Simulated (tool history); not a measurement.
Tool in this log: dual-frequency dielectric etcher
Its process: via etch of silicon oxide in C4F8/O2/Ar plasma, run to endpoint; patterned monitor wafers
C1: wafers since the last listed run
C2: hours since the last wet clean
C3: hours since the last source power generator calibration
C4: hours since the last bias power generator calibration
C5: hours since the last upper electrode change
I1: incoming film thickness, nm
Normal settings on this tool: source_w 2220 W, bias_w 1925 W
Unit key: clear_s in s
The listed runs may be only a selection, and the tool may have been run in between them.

Run 1, hour 0: usual settings but source_w 2400 W, bias_w 1665 W; C1 0; C2 452.8; C3 4367.7; C4 2701.8; C5 4123.9; I1 1244.3. Result: clear_s 272 s.
At hour 33.7: wet clean of the chamber.
Run 2, hour 45.4: usual settings but source_w 2660 W; C1 152; C2 11.7; C3 4413.1; C4 2747.2; C5 4169.3; I1 1245.4. Result: clear_s 233.6 s.
Run 3, hour 83.8: usual settings but source_w 2660 W; C1 273; C2 50.1; C3 4451.5; C4 2785.6; C5 4207.7; I1 1242.3. Result: clear_s 237 s.
Run 4, hour 153: usual settings but source_w 2660 W; C1 493; C2 119.3; C3 4520.7; C4 2854.8; C5 4276.9; I1 1238.1. Result: clear_s 236.5 s.
Run 5, hour 214.6: usual settings; C1 439; C2 180.9; C3 4582.3; C4 2916.4; C5 4338.5; I1 1245.7. Result: clear_s 269.5 s.
Run 6, hour 261.8: usual settings; C1 336; C2 228.1; C3 4629.5; C4 2963.6; C5 4385.7; I1 1228.6. Result: clear_s 262.4 s.
Run 7, hour 307.3: usual settings; C1 324; C2 273.6; C3 4675; C4 3009.1; C5 4431.2; I1 1241.8. Result: clear_s 268.3 s.
Run 8, hour 365.6: usual settings but source_w 2440 W; C1 415; C2 331.9; C3 4733.3; C4 3067.4; C5 4489.5; I1 1256.3. Result: clear_s 254.7 s.
Run 9, hour 422.2: usual settings but source_w 1760 W, bias_w 1725 W; C1 403; C2 388.5; C3 4789.9; C4 3124; C5 4546.1; I1 1241.8. Result: clear_s 328.2 s.
At hour 463.9: upper electrode replaced.
Run 10, hour 508.6: usual settings but source_w 2390 W, bias_w 2088 W; C1 445; C2 474.9; C3 4876.3; C4 3210.4; C5 44.7; I1 1254.1. Result: clear_s 254.6 s.
At hour 569: bias power generator calibrated.
At hour 576.9: wet clean of the chamber.
Run 11, hour 577.4: usual settings but bias_w 1684 W; C1 405; C2 0.5; C3 4945.1; C4 8.4; C5 113.5; I1 1246.6. Result: clear_s 268.3 s.
At hour 594.8: source power generator calibrated.
Run 12, hour 611.7: usual settings; C1 216; C2 34.8; C3 16.9; C4 42.7; C5 147.8; I1 1244.3. Result: clear_s 257.7 s.
Run 13, hour 717.6: usual settings; C1 755; C2 140.7; C3 122.8; C4 148.6; C5 253.7; I1 1246. Result: clear_s 263.2 s.
Run 14, hour 773.6: usual settings but bias_w 2189 W; C1 399; C2 196.7; C3 178.8; C4 204.6; C5 309.7; I1 1241.7. Result: clear_s 254.4 s.
Run 15, hour 853.4: usual settings but source_w 1980 W, bias_w 1649 W; C1 569; C2 276.5; C3 258.6; C4 284.4; C5 389.5; I1 1252.1. Result: clear_s 303.3 s.
Run 16, hour 919.9: usual settings but source_w 1910 W, bias_w 2279 W; C1 474; C2 343; C3 325.1; C4 350.9; C5 456; I1 1233.8. Result: clear_s 279.5 s.

Selected run-to-run steps in clear_s, each split into two signed amounts: the part the tool would show with no hidden state at all (from settings, incoming material and random variation), and the remainder, which goes to the hidden state together with any gauge scatter not common to the measured and the hidden-state-free results:
Hidden state present: etch rate over this chamber's usual, %; source power that arrives over what is set, %; bias power that arrives over what is set, %.
Run 1 -> 2: source_w 2400 -> 2660, bias_w 1665 -> 1925, wet clean of the chamber. clear_s -38.4 s: hidden state -14.6, all else -23.8.
Run 9 -> 10: source_w 1760 -> 2390, bias_w 1725 -> 2088, upper electrode replaced. clear_s -73.6 s: hidden state -0.2, all else -73.4.
